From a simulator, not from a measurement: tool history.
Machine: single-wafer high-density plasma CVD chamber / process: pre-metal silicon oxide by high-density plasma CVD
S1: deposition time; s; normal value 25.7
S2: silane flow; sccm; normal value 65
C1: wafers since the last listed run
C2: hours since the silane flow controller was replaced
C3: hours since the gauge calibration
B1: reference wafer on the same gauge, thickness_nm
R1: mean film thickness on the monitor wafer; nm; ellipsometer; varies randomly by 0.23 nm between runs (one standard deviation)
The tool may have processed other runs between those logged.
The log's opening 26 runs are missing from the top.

run   hour    S1  S2   C1    C2     C3       B1       R1
 27  356.2  20.9  65  186  23.9   65.2  130.898  136.400
 28  368.3  21.3  70  262  36.0   77.3  130.994  149.509
 29  377.1  28.9  65  191  44.8   86.1  130.949  188.589
 30  387.7  29.8  70  230  55.4   96.7  131.028  209.278
 31  398.5  23.7  56  234  66.2  107.5  131.026  133.789
     450.2  -- silane flow controller replaced, repeated, since the last time left the tool worse
 32  450.7  27.6  61  959   0.5  159.7  131.018  159.083
 33  453.0  25.7  69   49   2.8  162.0  131.020  167.163
 34  466.8  25.7  65  299  16.6  175.8  130.920  157.522
 35  482.8  25.7  61  347  32.6  191.8  131.099  147.882
 36  492.9  25.7  65  219  42.7  201.9  131.044  157.760

Below are 3 alternative next runs, each starting from the tool's condition after run 36. Predict each:
  A  493.3  29.8  65   8  43.1  202.3   ?   ?
  B  493.3  28.8  76   8  43.1  202.3   ?   ?
  C  493.3  30.1  55   8  43.1  202.3   ?   ?

run       B1       R1
  A  131.083  182.273
  B  131.083  205.589
  C  131.083  156.143
Stripped of hidden state, with their random variation kept, the same runs would have yielded:
run       R1
  A  180.605
  B  203.708
  C  154.714
